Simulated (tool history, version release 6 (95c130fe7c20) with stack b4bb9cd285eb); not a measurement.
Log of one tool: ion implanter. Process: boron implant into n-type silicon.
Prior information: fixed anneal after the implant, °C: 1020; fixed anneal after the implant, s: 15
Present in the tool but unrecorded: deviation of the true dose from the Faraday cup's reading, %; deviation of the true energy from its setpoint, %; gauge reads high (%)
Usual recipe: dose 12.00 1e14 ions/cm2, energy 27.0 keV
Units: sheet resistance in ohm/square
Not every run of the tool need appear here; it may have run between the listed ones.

run	day	dose	energy	wafers since the last listed run	hours since the last dose calibration	hours since the extraction supply was calibrated	hours since the gauge calibration	read-back reference wafer on the same gauge, sheet resistance	sheet resistance
1	0.000	12.00	27.0	0	1416.2	1976.1	747.8	93.96	101.15
2	0.929	12.00	27.0	648	1438.5	1998.4	770.1	93.96	100.30
3	1.771	12.00	27.0	587	1458.7	2018.6	790.3	93.87	100.04
4	2.696	12.00	27.0	645	1480.9	2040.8	812.5	94.00	99.83
5	3.588	12.00	27.0	622	1502.3	2062.2	833.9	93.97	99.92
6	4.162	12.00	27.0	401	1516.1	2076.0	847.7	94.06	100.17
7	5.342	12.00	27.0	823	1544.4	2104.3	876.0	93.98	100.38
8	6.533	12.00	27.0	832	1573.0	2132.9	904.6	93.93	100.87
9	7.312	12.00	27.0	544	1591.7	2151.6	923.3	94.00	98.99
10	8.533	12.00	27.0	852	1621.0	2180.9	952.6	94.12	101.00
11	9.450	14.82	27.0	640	1643.0	2202.9	974.6	94.04	84.48
12	12.729	12.00	20.0	2289	1721.7	2281.6	1053.3	94.04	102.93
# day 13.262: Faraday cup replaced and dose calibrated
13	13.775	12.00	27.0	497	12.3	2306.7	1078.4	94.04	100.00
# day 13.804: gauge calibrated
14	14.612	12.00	27.0	584	32.4	2326.8	19.4	93.98	100.61
15	15.267	12.00	27.0	456	48.1	2342.5	35.1	94.02	100.13
16	16.492	14.28	18.5	855	77.5	2371.9	64.5	93.98	91.48
17	17.100	12.00	27.0	424	92.1	2386.5	79.1	93.93	99.83
18	17.688	8.47	34.0	410	106.2	2400.6	93.2	94.05	131.85
19	18.304	15.16	18.5	430	121.0	2415.4	108.0	94.05	88.09
20	18.908	10.01	27.0	421	135.5	2429.9	122.5	93.90	116.27
# day 19.388: extraction supply calibrated
21	19.412	9.74	32.0	119	147.6	0.6	134.6	93.93	117.45
22	20.229	12.00	27.0	570	167.2	20.2	154.2	93.99	100.95
23	20.754	10.54	27.0	366	179.8	32.8	166.8	93.93	112.31
24	21.775	12.00	27.0	712	204.3	57.3	191.3	93.96	100.52
25	23.112	13.43	20.0	934	236.4	89.4	223.4	94.02	95.22
26	24.225	13.15	27.0	776	263.1	116.1	250.1	93.89	93.07
27	25.400	12.00	27.0	820	291.3	144.3	278.3	94.04	99.05
28	25.954	12.00	27.0	386	304.6	157.6	291.6	94.00	99.59
29	27.354	12.00	27.0	977	338.2	191.2	325.2	94.00	99.48
30	28.142	12.00	23.5	549	357.1	210.1	344.1	94.02	102.40
31	29.492	14.17	27.0	942	389.5	242.5	376.5	94.03	87.25
32	30.025	12.00	27.0	372	402.3	255.3	389.3	93.99	100.60
33	31.121	15.24	29.5	765	428.6	281.6	415.6	94.02	82.01
34	32.417	13.65	27.0	904	459.7	312.7	446.7	93.88	90.75
35	33.308	12.00	27.0	622	481.1	334.1	468.1	93.87	100.19
36	33.829	14.56	27.0	363	493.6	346.6	480.6	93.99	85.94
37	35.288	12.00	27.0	1018	528.6	381.6	515.6	93.99	99.58

For each entry between runs, how does the tool's hidden state at the last listed run before it compare with that at the first listed run after it?
Logged between run 12 and run 13: Faraday cup replaced and dose calibrated (day 13.262)
  both runs share identical hidden conditions
Logged between run 13 and run 14: gauge calibrated (day 13.804)
  both runs share identical hidden conditions
Logged between run 20 and run 21: extraction supply calibrated (day 19.388)
  both runs share identical hidden conditions

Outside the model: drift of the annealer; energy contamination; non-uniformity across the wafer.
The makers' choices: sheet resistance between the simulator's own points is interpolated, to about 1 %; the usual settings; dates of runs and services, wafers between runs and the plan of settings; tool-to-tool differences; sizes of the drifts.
